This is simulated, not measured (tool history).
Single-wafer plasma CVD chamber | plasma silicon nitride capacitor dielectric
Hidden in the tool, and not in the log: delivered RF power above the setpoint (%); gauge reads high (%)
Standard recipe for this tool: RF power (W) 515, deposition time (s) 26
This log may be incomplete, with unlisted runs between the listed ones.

run     day  RF power (W)  deposition time (s)  wafers since the last listed run  hours since the last RF generator calibration  hours since the showerhead was replaced  hours since the gauge calibration  read-back reference wafer on the same gauge, thickness_nm  mean film thickness on the monitor wafer (nm)
  1       0           515                   26                                 0                                         2010.8                                   5214.9                               66.3                                                      35.13                                         35.136
  2   0.562           515                 27.3                               288                                         2024.3                                   5228.4                               79.8                                                     35.116                                          36.89
  3   0.942           515                 27.3                               194                                         2033.4                                   5237.5                               88.9                                                     35.099                                         36.839
  4   1.354           515                 27.3                               211                                         2043.3                                   5247.4                               98.8                                                     35.075                                         36.856
  5   1.796           515                   28                               226                                         2053.9                                     5258                              109.4                                                     35.072                                         37.767
  6   2.458           515                   28                               339                                         2069.8                                   5273.9                              125.3                                                     35.067                                         37.761
  7    2.75           515                   28                               149                                         2076.8                                   5280.9                              132.3                                                     35.064                                         37.737
  8   3.367           515                   26                               316                                         2091.6                                   5295.7                              147.1                                                     35.061                                         35.087
  9   3.925           460                 29.4                               286                                           2105                                   5309.1                              160.5                                                     35.041                                         38.628
 10   4.633           460                 29.4                               363                                           2122                                   5326.1                              177.5                                                     35.038                                         38.601
 11   5.375           460                 29.4                               380                                         2139.8                                   5343.9                              195.3                                                     35.052                                         38.839
      5.488  -- gauge calibrated
      5.925  -- showerhead replaced
 12   6.088           460                 22.3                               194                                         2156.9                                      3.9                               14.4                                                     35.213                                         29.523
 13   6.496           515                   26                               209                                         2166.7                                     13.7                               24.2                                                     35.187                                         35.135
 14   7.004           435                   26                               260                                         2178.9                                     25.9                               36.4                                                     35.165                                         33.922
 15   7.658           515                   28                               335                                         2194.6                                     41.6                               52.1                                                     35.121                                         37.882
        8.1  -- RF generator calibrated
 16   8.121           515                 24.4                                66                                            0.5                                     52.7                               63.2                                                     35.114                                          33.03
 17    8.45           460                 22.3                               168                                            8.4                                     60.6                               71.1                                                     35.108                                         29.398
 18   8.788           465                 22.8                               172                                           16.5                                     68.7                               79.2                                                      35.09                                         30.169
 19   9.229           440                   26                               226                                           27.1                                     79.3                               89.8                                                     35.076                                         33.969
 20   9.567           515                   26                               172                                           35.2                                     87.4                               97.9                                                     35.078                                         35.027
 21  10.012           515                   26                               228                                           45.9                                     98.1                              108.6                                                     35.053                                         35.098
 22  10.692           440                   28                               348                                           62.2                                    114.4                              124.9                                                     35.062                                         36.528
 23  11.283           440                 29.9                               303                                           76.4                                    128.6                              139.1                                                     35.049                                         39.029

Here are 4 independent what-if runs from the current tool condition. What would each one return?
  A  11.3           560                   26                                 8                                           76.8                                      129                              139.5                                                          ?                                              ?
  B  11.3           615                 28.8                                 8                                           76.8                                      129                              139.5                                                          ?                                              ?
  C  11.3           545                 22.4                                 8                                           76.8                                      129                              139.5                                                          ?                                              ?
  D  11.3           515                 31.1                                 8                                           76.8                                      129                              139.5                                                          ?                                              ?

run  read-back reference wafer on the same gauge, thickness_nm  mean film thickness on the monitor wafer (nm)
  A                                                     35.056                                         35.762
  B                                                     35.056                                         40.471
  C                                                     35.056                                         30.623
  D                                                     35.056                                         41.983
Had the tool no hidden state, the same runs would have come out as:
run  mean film thickness on the monitor wafer (nm)
  A                                          36.02
  B                                         40.762
  C                                         30.843
  D                                         42.286
